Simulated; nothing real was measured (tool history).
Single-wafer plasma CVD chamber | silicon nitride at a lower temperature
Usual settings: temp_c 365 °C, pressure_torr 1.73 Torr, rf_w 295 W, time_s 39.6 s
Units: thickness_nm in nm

run	hour	temp_c	pressure_torr	rf_w	time_s	wafers since the last listed run	hours since the last thermocouple change	hours since the last RF generator calibration	hours since the last manometer calibration	hours since the showerhead was replaced	hours since the gauge calibration	read-back reference wafer on the same gauge, thickness_nm	thickness_nm
1	0.0	360	1.73	295	45.6	0	913.9	1059.1	2343.4	2545.8	81.6	45.505	50.233
2	19.8	360	1.73	295	45.6	366	933.7	1078.9	2363.2	2565.6	101.4	45.451	49.973
3	59.6	360	1.73	295	45.6	737	973.5	1118.7	2403.0	2605.4	141.2	45.504	50.121
4	83.9	371	1.73	295	43.6	450	997.8	1143.0	2427.3	2629.7	165.5	45.528	47.550
5	111.3	371	1.73	295	43.6	507	1025.2	1170.4	2454.7	2657.1	192.9	45.446	47.475
6	145.6	371	1.73	295	43.6	635	1059.5	1204.7	2489.0	2691.4	227.2	45.544	47.163
7	164.2	365	1.73	295	39.6	344	1078.1	1223.3	2507.6	2710.0	245.8	45.517	43.205
8	176.5	365	1.73	295	39.6	227	1090.4	1235.6	2519.9	2722.3	258.1	45.527	43.054
# hour 201.0: RF generator calibrated
# hour 208.8: thermocouple changed; heater temperature recalibrated
9	209.3	371	1.44	295	32.8	315	0.5	8.3	2552.7	2755.1	290.9	45.512	32.706
# hour 221.9: capacitance manometer re-zeroed and calibrated
10	226.0	353	1.73	265	35.9	161	17.2	25.0	4.1	2771.8	307.6	45.572	33.277
# hour 234.4: showerhead replaced
# hour 250.2: RF generator calibrated, repeated, since the last time left the tool worse
11	258.9	365	1.38	295	39.6	313	50.1	8.7	37.0	24.5	340.5	45.495	42.890
# hour 269.2: gauge calibrated
12	278.6	380	1.42	275	32.6	364	69.8	28.4	56.7	44.2	9.4	45.600	33.101
13	292.5	365	1.38	295	39.6	257	83.7	42.3	70.6	58.1	23.3	45.503	43.320
14	326.0	358	1.73	275	39.6	620	117.2	75.8	104.1	91.6	56.8	45.501	42.748
15	350.1	365	1.73	295	39.6	446	141.3	99.9	128.2	115.7	80.9	45.547	45.661
16	362.3	365	1.60	240	39.6	226	153.5	112.1	140.4	127.9	93.1	45.486	35.752

Forecast each of these 5 alternatives for the next run:
A	362.7	365	1.73	295	39.6	7	153.9	112.5	140.8	128.3	93.5	?	?
B	362.7	365	1.73	255	39.6	7	153.9	112.5	140.8	128.3	93.5	?	?
C	362.7	365	1.73	275	39.6	7	153.9	112.5	140.8	128.3	93.5	?	?
D	362.7	365	1.38	345	39.6	7	153.9	112.5	140.8	128.3	93.5	?	?
E	362.7	360	1.30	330	35.0	7	153.9	112.5	140.8	128.3	93.5	?	?

run	read-back reference wafer on the same gauge, thickness_nm	thickness_nm
A	45.517	45.469
B	45.517	39.105
C	45.517	42.373
D	45.517	49.626
E	45.517	41.699
Without the tool's hidden state the same runs would have given:
run	thickness_nm
A	45.962
B	39.545
C	42.849
D	50.130
E	42.122
